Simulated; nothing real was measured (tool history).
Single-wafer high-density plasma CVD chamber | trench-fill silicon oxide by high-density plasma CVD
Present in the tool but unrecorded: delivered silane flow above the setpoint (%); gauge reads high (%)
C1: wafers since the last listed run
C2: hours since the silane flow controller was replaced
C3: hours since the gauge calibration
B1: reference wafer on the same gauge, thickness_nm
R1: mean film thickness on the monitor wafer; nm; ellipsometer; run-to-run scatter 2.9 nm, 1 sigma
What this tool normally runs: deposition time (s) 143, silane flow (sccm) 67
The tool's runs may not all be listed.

run 1 day=0.000 | deposition_time_(s)=143 silane_flow_(sccm)=67 | C1=0 C2=1828.5 C3=749.4 | B1=927.041 | R1=864.874
run 2 day=2.533 | deposition_time_(s)=143 silane_flow_(sccm)=67 | C1=386 C2=1889.3 C3=810.2 | B1=927.267 | R1=867.877
run 3 day=3.775 | deposition_time_(s)=143 silane_flow_(sccm)=67 | C1=189 C2=1919.1 C3=840.0 | B1=927.179 | R1=866.700
run 4 day=5.046 | deposition_time_(s)=143 silane_flow_(sccm)=67 | C1=193 C2=1949.6 C3=870.5 | B1=926.479 | R1=860.514
run 5 day=12.029 | deposition_time_(s)=143 silane_flow_(sccm)=67 | C1=1064 C2=2117.2 C3=1038.1 | B1=927.524 | R1=867.989
run 6 day=13.275 | deposition_time_(s)=143 silane_flow_(sccm)=71 | C1=189 C2=2147.1 C3=1068.0 | B1=927.868 | R1=897.564
run 7 day=15.012 | deposition_time_(s)=143 silane_flow_(sccm)=71 | C1=264 C2=2188.8 C3=1109.7 | B1=926.792 | R1=896.188
run 8 day=18.008 | deposition_time_(s)=143 silane_flow_(sccm)=71 | C1=456 C2=2260.7 C3=1181.6 | B1=926.893 | R1=898.546
run 9 day=20.396 | deposition_time_(s)=143 silane_flow_(sccm)=78 | C1=363 C2=2318.0 C3=1238.9 | B1=925.995 | R1=955.093
run 10 day=22.171 | deposition_time_(s)=143 silane_flow_(sccm)=78 | C1=270 C2=2360.6 C3=1281.5 | B1=927.721 | R1=959.716
run 11 day=24.229 | deposition_time_(s)=143 silane_flow_(sccm)=67 | C1=313 C2=2410.0 C3=1330.9 | B1=926.605 | R1=862.689
run 12 day=26.729 | deposition_time_(s)=143 silane_flow_(sccm)=67 | C1=380 C2=2470.0 C3=1390.9 | B1=927.055 | R1=864.931
run 13 day=28.883 | deposition_time_(s)=143 silane_flow_(sccm)=67 | C1=328 C2=2521.7 C3=1442.6 | B1=925.827 | R1=863.244
run 14 day=30.600 | deposition_time_(s)=143 silane_flow_(sccm)=67 | C1=261 C2=2562.9 C3=1483.8 | B1=927.517 | R1=866.279
-- day=31.796 silane flow controller replaced
-- day=32.654 gauge calibrated
run 15 day=32.721 | deposition_time_(s)=143 silane_flow_(sccm)=67 | C1=272 C2=22.2 C3=1.6 | B1=927.197 | R1=864.657
run 16 day=35.138 | deposition_time_(s)=143 silane_flow_(sccm)=67 | C1=368 C2=80.2 C3=59.6 | B1=926.832 | R1=869.269
run 17 day=36.638 | deposition_time_(s)=143 silane_flow_(sccm)=67 | C1=228 C2=116.2 C3=95.6 | B1=927.133 | R1=863.676
run 18 day=38.562 | deposition_time_(s)=143 silane_flow_(sccm)=67 | C1=293 C2=162.4 C3=141.8 | B1=926.370 | R1=865.013
run 19 day=40.821 | deposition_time_(s)=143 silane_flow_(sccm)=67 | C1=344 C2=216.6 C3=196.0 | B1=926.973 | R1=867.521
run 20 day=43.804 | deposition_time_(s)=143 silane_flow_(sccm)=67 | C1=454 C2=288.2 C3=267.6 | B1=926.984 | R1=864.453
run 21 day=44.954 | deposition_time_(s)=143 silane_flow_(sccm)=67 | C1=175 C2=315.8 C3=295.2 | B1=927.139 | R1=864.612
run 22 day=47.042 | deposition_time_(s)=125 silane_flow_(sccm)=67 | C1=318 C2=365.9 C3=345.3 | B1=928.681 | R1=753.230
run 23 day=49.396 | deposition_time_(s)=156 silane_flow_(sccm)=71 | C1=358 C2=422.4 C3=401.8 | B1=927.894 | R1=978.761
run 24 day=52.333 | deposition_time_(s)=133 silane_flow_(sccm)=58 | C1=447 C2=492.9 C3=472.3 | B1=926.878 | R1=734.117
run 25 day=53.958 | deposition_time_(s)=143 silane_flow_(sccm)=67 | C1=247 C2=531.9 C3=511.3 | B1=926.788 | R1=863.576
run 26 day=62.733 | deposition_time_(s)=143 silane_flow_(sccm)=77 | C1=1337 C2=742.5 C3=721.9 | B1=927.237 | R1=951.792
run 27 day=66.133 | deposition_time_(s)=132 silane_flow_(sccm)=73 | C1=518 C2=824.1 C3=803.5 | B1=927.026 | R1=843.312
run 28 day=68.746 | deposition_time_(s)=143 silane_flow_(sccm)=67 | C1=398 C2=886.8 C3=866.2 | B1=926.846 | R1=865.900
run 29 day=70.179 | deposition_time_(s)=143 silane_flow_(sccm)=67 | C1=218 C2=921.2 C3=900.6 | B1=927.610 | R1=861.061
run 30 day=71.417 | deposition_time_(s)=143 silane_flow_(sccm)=67 | C1=188 C2=950.9 C3=930.3 | B1=927.145 | R1=866.730
run 31 day=74.346 | deposition_time_(s)=143 silane_flow_(sccm)=67 | C1=446 C2=1021.2 C3=1000.6 | B1=927.079 | R1=865.367
run 32 day=76.750 | deposition_time_(s)=160 silane_flow_(sccm)=67 | C1=366 C2=1078.9 C3=1058.3 | B1=926.375 | R1=971.058
run 33 day=84.004 | deposition_time_(s)=143 silane_flow_(sccm)=67 | C1=1105 C2=1253.0 C3=1232.4 | B1=927.753 | R1=864.241
run 34 day=85.588 | deposition_time_(s)=143 silane_flow_(sccm)=67 | C1=241 C2=1291.0 C3=1270.4 | B1=926.004 | R1=870.483
run 35 day=87.175 | deposition_time_(s)=143 silane_flow_(sccm)=67 | C1=241 C2=1329.1 C3=1308.5 | B1=926.763 | R1=869.213
run 36 day=88.904 | deposition_time_(s)=115 silane_flow_(sccm)=56 | C1=263 C2=1370.6 C3=1350.0 | B1=927.605 | R1=620.524
run 37 day=91.146 | deposition_time_(s)=129 silane_flow_(sccm)=67 | C1=341 C2=1424.4 C3=1403.8 | B1=925.367 | R1=782.643
run 38 day=92.896 | deposition_time_(s)=143 silane_flow_(sccm)=72 | C1=266 C2=1466.4 C3=1445.8 | B1=928.555 | R1=905.439
run 39 day=94.525 | deposition_time_(s)=143 silane_flow_(sccm)=67 | C1=248 C2=1505.5 C3=1484.9 | B1=927.037 | R1=866.438
run 40 day=96.746 | deposition_time_(s)=134 silane_flow_(sccm)=73 | C1=338 C2=1558.8 C3=1538.2 | B1=926.720 | R1=852.409
run 41 day=99.279 | deposition_time_(s)=115 silane_flow_(sccm)=78 | C1=386 C2=1619.6 C3=1599.0 | B1=926.741 | R1=766.680
run 42 day=101.775 | deposition_time_(s)=117 silane_flow_(sccm)=71 | C1=380 C2=1679.5 C3=1658.9 | B1=927.146 | R1=735.351
run 43 day=103.283 | deposition_time_(s)=156 silane_flow_(sccm)=62 | C1=229 C2=1715.7 C3=1695.1 | B1=927.707 | R1=896.157

For each run, what was the tool's unlogged condition?
delivered silane flow above the setpoint (%): 0 at every run
gauge reads high (%): 0 at every run

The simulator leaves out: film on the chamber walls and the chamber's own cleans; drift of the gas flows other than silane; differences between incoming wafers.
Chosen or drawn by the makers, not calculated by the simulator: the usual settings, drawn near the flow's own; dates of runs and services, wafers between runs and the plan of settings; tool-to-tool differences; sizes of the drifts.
